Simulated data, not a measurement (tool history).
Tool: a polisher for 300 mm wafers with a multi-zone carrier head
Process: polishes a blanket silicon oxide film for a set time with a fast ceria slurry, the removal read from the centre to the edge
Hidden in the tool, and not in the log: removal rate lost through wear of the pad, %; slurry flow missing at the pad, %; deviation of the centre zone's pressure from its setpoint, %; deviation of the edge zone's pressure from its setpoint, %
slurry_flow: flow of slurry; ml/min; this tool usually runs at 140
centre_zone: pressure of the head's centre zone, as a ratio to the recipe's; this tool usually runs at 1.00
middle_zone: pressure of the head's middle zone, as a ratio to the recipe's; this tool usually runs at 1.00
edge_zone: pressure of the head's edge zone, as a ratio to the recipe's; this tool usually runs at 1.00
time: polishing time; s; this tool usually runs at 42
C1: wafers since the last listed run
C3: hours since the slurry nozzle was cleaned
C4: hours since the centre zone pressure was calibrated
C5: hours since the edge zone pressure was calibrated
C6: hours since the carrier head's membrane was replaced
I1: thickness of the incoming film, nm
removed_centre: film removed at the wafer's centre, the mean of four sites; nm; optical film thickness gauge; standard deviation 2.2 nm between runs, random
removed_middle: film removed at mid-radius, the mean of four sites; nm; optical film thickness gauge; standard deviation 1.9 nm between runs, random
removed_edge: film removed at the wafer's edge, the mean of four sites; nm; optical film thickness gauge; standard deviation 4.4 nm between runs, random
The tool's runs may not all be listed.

{"run": 1, "hour": 0.0, "slurry_flow": 140, "centre_zone": 1.0, "middle_zone": 1.0, "edge_zone": 1.0, "time": 42, "C1": 0, "wafers polished on this pad": 367, "C3": 99.1, "C4": 16.3, "C5": 1402.9, "C6": 494.5, "I1": 2520.2, "removed_centre": 301.3, "removed_middle": 290.1, "removed_edge": 303.4}
{"run": 2, "hour": 11.1, "slurry_flow": 140, "centre_zone": 1.0, "middle_zone": 1.0, "edge_zone": 0.9, "time": 42, "C1": 136, "wafers polished on this pad": 504, "C3": 110.2, "C4": 27.4, "C5": 1414.0, "C6": 505.6, "I1": 2507.0, "removed_centre": 303.6, "removed_middle": 291.6, "removed_edge": 284.2}
{"run": 3, "hour": 24.9, "slurry_flow": 140, "centre_zone": 1.0, "middle_zone": 1.0, "edge_zone": 1.0, "time": 42, "C1": 170, "wafers polished on this pad": 674, "C3": 124.0, "C4": 41.2, "C5": 1427.8, "C6": 519.4, "I1": 2560.1, "removed_centre": 302.9, "removed_middle": 285.7, "removed_edge": 294.8}
{"hour": 27.1, "done": "edge zone pressure recalibrated"}
{"hour": 34.4, "done": "carrier head's membrane replaced by a new one"}
{"run": 4, "hour": 36.5, "slurry_flow": 120, "centre_zone": 1.0, "middle_zone": 1.0, "edge_zone": 1.0, "time": 42, "C1": 56, "wafers polished on this pad": 731, "C3": 135.6, "C4": 52.8, "C5": 9.4, "C6": 2.1, "I1": 2548.1, "removed_centre": 285.9, "removed_middle": 274.3, "removed_edge": 291.0}
{"run": 5, "hour": 50.6, "slurry_flow": 140, "centre_zone": 1.0, "middle_zone": 1.04, "edge_zone": 1.06, "time": 50, "C1": 173, "wafers polished on this pad": 904, "C3": 149.7, "C4": 66.9, "C5": 23.5, "C6": 16.2, "I1": 2536.2, "removed_centre": 351.8, "removed_middle": 345.4, "removed_edge": 360.9}
{"run": 6, "hour": 62.9, "slurry_flow": 120, "centre_zone": 1.0, "middle_zone": 1.0, "edge_zone": 1.0, "time": 57, "C1": 151, "wafers polished on this pad": 1056, "C3": 162.0, "C4": 79.2, "C5": 35.8, "C6": 28.5, "I1": 2581.0, "removed_centre": 385.7, "removed_middle": 367.7, "removed_edge": 382.6}
{"hour": 74.5, "done": "worn pad replaced by a new one"}
{"run": 7, "hour": 75.0, "slurry_flow": 140, "centre_zone": 1.0, "middle_zone": 1.0, "edge_zone": 1.0, "time": 42, "C1": 99, "wafers polished on this pad": 5, "C3": 174.1, "C4": 91.3, "C5": 47.9, "C6": 40.6, "I1": 2533.9, "removed_centre": 310.8, "removed_middle": 294.9, "removed_edge": 310.7}
{"run": 8, "hour": 80.3, "slurry_flow": 125, "centre_zone": 1.0, "middle_zone": 1.0, "edge_zone": 1.0, "time": 33, "C1": 65, "wafers polished on this pad": 71, "C3": 179.4, "C4": 96.6, "C5": 53.2, "C6": 45.9, "I1": 2569.4, "removed_centre": 241.9, "removed_middle": 226.4, "removed_edge": 240.8}
{"run": 9, "hour": 90.5, "slurry_flow": 140, "centre_zone": 1.0, "middle_zone": 1.0, "edge_zone": 0.89, "time": 42, "C1": 125, "wafers polished on this pad": 196, "C3": 189.6, "C4": 106.8, "C5": 63.4, "C6": 56.1, "I1": 2595.7, "removed_centre": 309.6, "removed_middle": 293.7, "removed_edge": 288.8}
{"run": 10, "hour": 99.1, "slurry_flow": 140, "centre_zone": 0.92, "middle_zone": 1.0, "edge_zone": 1.0, "time": 42, "C1": 105, "wafers polished on this pad": 302, "C3": 198.2, "C4": 115.4, "C5": 72.0, "C6": 64.7, "I1": 2531.2, "removed_centre": 284.7, "removed_middle": 292.6, "removed_edge": 307.3}
{"run": 11, "hour": 113.0, "slurry_flow": 140, "centre_zone": 1.0, "middle_zone": 1.0, "edge_zone": 0.9, "time": 42, "C1": 171, "wafers polished on this pad": 474, "C3": 212.1, "C4": 129.3, "C5": 85.9, "C6": 78.6, "I1": 2569.1, "removed_centre": 306.2, "removed_middle": 288.7, "removed_edge": 294.3}
{"run": 12, "hour": 132.3, "slurry_flow": 140, "centre_zone": 1.0, "middle_zone": 1.0, "edge_zone": 1.0, "time": 42, "C1": 237, "wafers polished on this pad": 712, "C3": 231.4, "C4": 148.6, "C5": 105.2, "C6": 97.9, "I1": 2567.5, "removed_centre": 303.5, "removed_middle": 286.9, "removed_edge": 295.6}
{"run": 13, "hour": 141.7, "slurry_flow": 140, "centre_zone": 1.0, "middle_zone": 1.0, "edge_zone": 1.0, "time": 35, "C1": 115, "wafers polished on this pad": 827, "C3": 240.8, "C4": 158.0, "C5": 114.6, "C6": 107.3, "I1": 2544.1, "removed_centre": 250.8, "removed_middle": 237.1, "removed_edge": 248.0}
{"run": 14, "hour": 152.7, "slurry_flow": 175, "centre_zone": 0.96, "middle_zone": 0.94, "edge_zone": 0.91, "time": 42, "C1": 135, "wafers polished on this pad": 963, "C3": 251.8, "C4": 169.0, "C5": 125.6, "C6": 118.3, "I1": 2563.4, "removed_centre": 299.9, "removed_middle": 282.9, "removed_edge": 288.0}
{"run": 15, "hour": 160.5, "slurry_flow": 95, "centre_zone": 1.12, "middle_zone": 1.0, "edge_zone": 1.0, "time": 42, "C1": 96, "wafers polished on this pad": 1059, "C3": 259.6, "C4": 176.8, "C5": 133.4, "C6": 126.1, "I1": 2533.3, "removed_centre": 306.6, "removed_middle": 264.1, "removed_edge": 273.3}
{"run": 16, "hour": 177.5, "slurry_flow": 140, "centre_zone": 1.0, "middle_zone": 0.94, "edge_zone": 1.05, "time": 35, "C1": 209, "wafers polished on this pad": 1268, "C3": 276.6, "C4": 193.8, "C5": 150.4, "C6": 143.1, "I1": 2526.2, "removed_centre": 245.0, "removed_middle": 223.0, "removed_edge": 245.3}
{"run": 17, "hour": 192.1, "slurry_flow": 180, "centre_zone": 1.0, "middle_zone": 1.0, "edge_zone": 0.96, "time": 42, "C1": 179, "wafers polished on this pad": 1448, "C3": 291.2, "C4": 208.4, "C5": 165.0, "C6": 157.7, "I1": 2544.0, "removed_centre": 304.7, "removed_middle": 288.9, "removed_edge": 301.1}
{"hour": 207.8, "done": "worn pad replaced by a new one"}
{"run": 18, "hour": 208.3, "slurry_flow": 140, "centre_zone": 1.0, "middle_zone": 1.0, "edge_zone": 1.0, "time": 42, "C1": 150, "wafers polished on this pad": 6, "C3": 307.4, "C4": 224.6, "C5": 181.2, "C6": 173.9, "I1": 2530.7, "removed_centre": 313.3, "removed_middle": 297.3, "removed_edge": 305.0}
{"run": 19, "hour": 221.1, "slurry_flow": 140, "centre_zone": 0.92, "middle_zone": 1.0, "edge_zone": 1.0, "time": 42, "C1": 157, "wafers polished on this pad": 164, "C3": 320.2, "C4": 237.4, "C5": 194.0, "C6": 186.7, "I1": 2562.6, "removed_centre": 283.5, "removed_middle": 292.7, "removed_edge": 307.5}
{"run": 20, "hour": 233.1, "slurry_flow": 140, "centre_zone": 1.0, "middle_zone": 1.0, "edge_zone": 1.07, "time": 42, "C1": 147, "wafers polished on this pad": 311, "C3": 332.2, "C4": 249.4, "C5": 206.0, "C6": 198.7, "I1": 2547.6, "removed_centre": 309.0, "removed_middle": 289.3, "removed_edge": 307.8}
{"run": 21, "hour": 246.7, "slurry_flow": 140, "centre_zone": 1.03, "middle_zone": 0.89, "edge_zone": 0.92, "time": 49, "C1": 167, "wafers polished on this pad": 479, "C3": 345.8, "C4": 263.0, "C5": 219.6, "C6": 212.3, "I1": 2552.8, "removed_centre": 366.5, "removed_middle": 316.6, "removed_edge": 333.4}
{"run": 22, "hour": 257.1, "slurry_flow": 140, "centre_zone": 1.0, "middle_zone": 1.0, "edge_zone": 1.0, "time": 37, "C1": 128, "wafers polished on this pad": 607, "C3": 356.2, "C4": 273.4, "C5": 230.0, "C6": 222.7, "I1": 2567.2, "removed_centre": 263.4, "removed_middle": 253.9, "removed_edge": 267.5}
{"run": 23, "hour": 263.5, "slurry_flow": 140, "centre_zone": 1.0, "middle_zone": 1.0, "edge_zone": 1.0, "time": 42, "C1": 78, "wafers polished on this pad": 686, "C3": 362.6, "C4": 279.8, "C5": 236.4, "C6": 229.1, "I1": 2558.5, "removed_centre": 302.6, "removed_middle": 283.1, "removed_edge": 301.9}

Across each entry between runs, compare the hidden state at the last listed run before it with the hidden state at the first listed run after it:
Between runs 3 and 4: edge zone pressure recalibrated (hour 27.1); carrier head's membrane replaced by a new one (hour 34.4)
  removal rate lost through wear of the pad, %: 3.88 -> 4.56
  what was measured, less what the result would be without the hidden state, removed_centre: -12.2 -> -13.6 nm; removed_middle: -11.6 -> -13.1 nm; removed_edge: -12.0 -> -13.9 nm
Between runs 6 and 7: worn pad replaced by a new one (hour 74.5)
  removal rate lost through wear of the pad, %: 6.1 -> 0.0297
  what was measured, less what the result would be without the hidden state, removed_centre: -25.1 -> -0.1 nm; removed_middle: -23.9 -> -0.1 nm; removed_edge: -24.9 -> -0.1 nm
Between runs 17 and 18: worn pad replaced by a new one (hour 207.8)
  removal rate lost through wear of the pad, %: 6.86 -> 0.662
  what was measured, less what the result would be without the hidden state, removed_centre: -22.5 -> -2.1 nm; removed_middle: -21.3 -> -2.0 nm; removed_edge: -22.2 -> -2.0 nm

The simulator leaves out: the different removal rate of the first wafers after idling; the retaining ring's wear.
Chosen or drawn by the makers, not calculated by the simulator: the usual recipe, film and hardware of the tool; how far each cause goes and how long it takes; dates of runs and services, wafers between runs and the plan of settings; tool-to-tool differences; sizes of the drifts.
